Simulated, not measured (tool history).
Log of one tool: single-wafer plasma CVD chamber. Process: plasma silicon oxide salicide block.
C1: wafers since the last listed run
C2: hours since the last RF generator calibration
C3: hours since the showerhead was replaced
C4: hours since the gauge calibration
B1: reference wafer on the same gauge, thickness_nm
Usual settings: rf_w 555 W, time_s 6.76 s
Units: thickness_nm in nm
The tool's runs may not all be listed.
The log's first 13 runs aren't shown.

Run 14, hour 564.8: usual settings but rf_w 525 W; C1 2405; C2 979.5; C3 5207.9; C4 60.2; B1 61.839. Result: thickness_nm 65.069 nm.
At hour 595.1: showerhead replaced.
Run 15, hour 624.7: usual settings but rf_w 525 W; C1 2098; C2 1039.4; C3 29.6; C4 120.1; B1 61.948. Result: thickness_nm 64.744 nm.
Run 16, hour 680.7: usual settings but time_s 7.93 s; C1 2263; C2 1095.4; C3 85.6; C4 176.1; B1 62.17. Result: thickness_nm 77.818 nm.
Run 17, hour 742.6: usual settings but rf_w 660 W, time_s 6.23 s; C1 2502; C2 1157.3; C3 147.5; C4 238; B1 62.152. Result: thickness_nm 65.356 nm.
Run 18, hour 804.8: usual settings but time_s 6.33 s; C1 2514; C2 1219.5; C3 209.7; C4 300.2; B1 62.257. Result: thickness_nm 62.415 nm.
Run 19, hour 836.2: usual settings but rf_w 515 W; C1 1269; C2 1250.9; C3 241.1; C4 331.6; B1 62.309. Result: thickness_nm 64.832 nm.
Run 20, hour 863.6: usual settings; C1 1107; C2 1278.3; C3 268.5; C4 359; B1 62.372. Result: thickness_nm 66.413 nm.
At hour 896.2: RF generator calibrated.
Run 21, hour 911: usual settings but rf_w 655 W, time_s 5.72 s; C1 1592; C2 14.8; C3 315.9; C4 406.4; B1 62.411. Result: thickness_nm 60.275 nm.
Run 22, hour 954.5: usual settings but rf_w 515 W; C1 1758; C2 58.3; C3 359.4; C4 449.9; B1 62.496. Result: thickness_nm 64.927 nm.
Run 23, hour 1008.8: usual settings but rf_w 475 W, time_s 7.2 s; C1 2195; C2 112.6; C3 413.7; C4 504.2; B1 62.472. Result: thickness_nm 67.085 nm.
Run 24, hour 1063.7: usual settings but rf_w 590 W, time_s 5.89 s; C1 2219; C2 167.5; C3 468.6; C4 559.1; B1 62.492. Result: thickness_nm 59.736 nm.
Run 25, hour 1088.3: usual settings but rf_w 480 W; C1 994; C2 192.1; C3 493.2; C4 583.7; B1 62.531. Result: thickness_nm 63.4 nm.
Run 26, hour 1146.7: usual settings but rf_w 595 W, time_s 7.75 s; C1 2360; C2 250.5; C3 551.6; C4 642.1; B1 62.541. Result: thickness_nm 78.799 nm.
Run 27, hour 1176.1: usual settings but rf_w 635 W, time_s 7.2 s; C1 1188; C2 279.9; C3 581; C4 671.5; B1 62.46. Result: thickness_nm 74.438 nm.
Run 28, hour 1233.7: usual settings; C1 2328; C2 337.5; C3 638.6; C4 729.1; B1 62.626. Result: thickness_nm 67.002 nm.
Run 29, hour 1369.9: usual settings but time_s 6.33 s; C1 5505; C2 473.7; C3 774.8; C4 865.3; B1 62.603. Result: thickness_nm 62.973 nm.
Run 30, hour 1433.1: usual settings; C1 2554; C2 536.9; C3 838; C4 928.5; B1 62.754. Result: thickness_nm 67.121 nm.

5 ways to go on from here, each from the tool as it stands after run 30. What would each give?
Run A, hour 1433.5: usual settings; C1 16; C2 537.3; C3 838.4; C4 928.9; B1 ?. Result: thickness_nm ?.
Run B, hour 1433.5: usual settings but rf_w 490 W, time_s 5.88 s; C1 16; C2 537.3; C3 838.4; C4 928.9; B1 ?. Result: thickness_nm ?.
Run C, hour 1433.5: usual settings but rf_w 515 W, time_s 7.58 s; C1 16; C2 537.3; C3 838.4; C4 928.9; B1 ?. Result: thickness_nm ?.
Run D, hour 1433.5: usual settings but time_s 7.4 s; C1 16; C2 537.3; C3 838.4; C4 928.9; B1 ?. Result: thickness_nm ?.
Run E, hour 1433.5: usual settings but time_s 6.39 s; C1 16; C2 537.3; C3 838.4; C4 928.9; B1 ?. Result: thickness_nm ?.

run      B1  thickness_nm
  A  62.624        67.593
  B  62.624        56.069
  C  62.624        73.677
  D  62.624        73.992
  E  62.624        63.893
Without the tool's hidden state the same runs would have given:
run  thickness_nm
  A        66.558
  B         55.21
  C        72.549
  D        72.859
  E        62.915

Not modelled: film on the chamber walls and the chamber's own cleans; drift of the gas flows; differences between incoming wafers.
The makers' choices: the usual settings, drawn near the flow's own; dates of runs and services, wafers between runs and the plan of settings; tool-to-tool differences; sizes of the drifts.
